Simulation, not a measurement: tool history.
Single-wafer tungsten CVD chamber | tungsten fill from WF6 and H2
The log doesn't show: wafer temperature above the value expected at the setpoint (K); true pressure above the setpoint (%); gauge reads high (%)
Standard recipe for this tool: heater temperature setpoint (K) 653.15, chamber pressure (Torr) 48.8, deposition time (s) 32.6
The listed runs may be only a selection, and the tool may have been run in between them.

| run | hour | heater temperature setpoint (K) | chamber pressure (Torr) | deposition time (s) | wafers since the last listed run | hours since the last thermocouple change | hours since the last manometer calibration | hours since the showerhead was replaced | hours since the gauge calibration | read-back reference wafer on the same gauge, thickness_nm | mean film thickness on the monitor wafer (Å) |
|---|---|---|---|---|---|---|---|---|---|---|---|
| 1 | 0 | 663.15 | 48.8 | 35.7 | 0 | 1182.2 | 2190.3 | 2693.1 | 77.4 | 75.372 | 979.39 |
| 2 | 9.7 | 653.15 | 48.8 | 32.6 | 115 | 1191.9 | 2200 | 2702.8 | 87.1 | 75.413 | 740.91 |
| 3 | 24.7 | 653.15 | 48.8 | 32.6 | 178 | 1206.9 | 2215 | 2717.8 | 102.1 | 75.391 | 740.82 |
| 4 | 34.1 | 653.15 | 42 | 32.6 | 111 | 1216.3 | 2224.4 | 2727.2 | 111.5 | 75.412 | 673.66 |
| 5 | 42.9 | 653.15 | 42 | 32.6 | 104 | 1225.1 | 2233.2 | 2736 | 120.3 | 75.404 | 671.9 |
| 6 | 55.2 | 656.15 | 48.8 | 32.6 | 146 | 1237.4 | 2245.5 | 2748.3 | 132.6 | 75.444 | 782.71 |
| 7 | 70.2 | 644.15 | 48.8 | 32.6 | 178 | 1252.4 | 2260.5 | 2763.3 | 147.6 | 75.399 | 620.04 |
| 8 | 90.2 | 644.15 | 48.8 | 32.6 | 237 | 1272.4 | 2280.5 | 2783.3 | 167.6 | 75.415 | 615.46 |
| 9 | 98.6 | 644.15 | 48.8 | 32.6 | 99 | 1280.8 | 2288.9 | 2791.7 | 176 | 75.362 | 617.05 |
| 10 | 109.1 | 664.15 | 48.8 | 32.6 | 124 | 1291.3 | 2299.4 | 2802.2 | 186.5 | 75.408 | 901.92 |
| 11 | 126.8 | 664.15 | 48.8 | 32.6 | 210 | 1309 | 2317.1 | 2819.9 | 204.2 | 75.401 | 901.22 |
| 12 | 142.5 | 664.15 | 48.8 | 32.6 | 186 | 1324.7 | 2332.8 | 2835.6 | 219.9 | 75.385 | 900.55 |
| 13 | 153.3 | 653.15 | 48.8 | 32.6 | 128 | 1335.5 | 2343.6 | 2846.4 | 230.7 | 75.4 | 731.21 |
| 14 | 160.2 | 659.15 | 39.1 | 36.1 | 82 | 1342.4 | 2350.5 | 2853.3 | 237.6 | 75.398 | 788.81 |
| 15 | 167.5 | 653.15 | 48.8 | 32.6 | 86 | 1349.7 | 2357.8 | 2860.6 | 244.9 | 75.386 | 731.2 |
| 16 | 184.1 | 653.15 | 48.8 | 32.6 | 197 | 1366.3 | 2374.4 | 2877.2 | 261.5 | 75.398 | 730.9 |
|  | 193.3 | thermocouple changed; heater temperature recalibrated |
|  | 202.5 | capacitance manometer re-zeroed and calibrated |
| 17 | 203 | 653.15 | 36.8 | 34.3 | 34 | 9.7 | 0.5 | 2896.1 | 280.4 | 75.366 | 708.01 |
|  | 231.7 | gauge calibrated |
|  | 250.3 | showerhead replaced |
| 18 | 250.8 | 639.15 | 48.8 | 32.6 | 473 | 57.5 | 48.3 | 0.5 | 19.1 | 75.415 | 612.31 |
| 19 | 265.1 | 653.15 | 41.6 | 32.6 | 170 | 71.8 | 62.6 | 14.8 | 33.4 | 75.402 | 728.99 |
| 20 | 273.6 | 653.15 | 48.8 | 32.6 | 101 | 80.3 | 71.1 | 23.3 | 41.9 | 75.394 | 803.98 |
| 21 | 281.9 | 649.15 | 56.6 | 32.6 | 98 | 88.6 | 79.4 | 31.6 | 50.2 | 75.392 | 810.63 |
| 22 | 287.9 | 653.15 | 55.8 | 32.6 | 71 | 94.6 | 85.4 | 37.6 | 56.2 | 75.431 | 867.51 |
| 23 | 305 | 667.15 | 48.8 | 32.6 | 203 | 111.7 | 102.5 | 54.7 | 73.3 | 75.375 | 1036.77 |
| 24 | 311.7 | 653.15 | 48.8 | 29.1 | 79 | 118.4 | 109.2 | 61.4 | 80 | 75.42 | 715.83 |
| 25 | 324.6 | 653.15 | 48.8 | 32.6 | 153 | 131.3 | 122.1 | 74.3 | 92.9 | 75.413 | 802.13 |

Forecast each of these 3 alternatives for the next run:
| A | 325 | 653.15 | 52.3 | 32.6 | 4 | 131.7 | 122.5 | 74.7 | 93.3 | ? | ? |
| B | 325 | 641.15 | 48.8 | 32.6 | 4 | 131.7 | 122.5 | 74.7 | 93.3 | ? | ? |
| C | 325 | 667.15 | 53.8 | 34.8 | 4 | 131.7 | 122.5 | 74.7 | 93.3 | ? | ? |

| run | read-back reference wafer on the same gauge, thickness_nm | mean film thickness on the monitor wafer (Å) |
|---|---|---|
| A | 75.4 | 833.78 |
| B | 75.4 | 634.14 |
| C | 75.4 | 1170.19 |
Take away the tool's hidden state, keep each run's random variation, and the runs would have read:
| run | mean film thickness on the monitor wafer (Å) |
|---|---|
| A | 846.8 |
| B | 644.49 |
| C | 1187.39 |
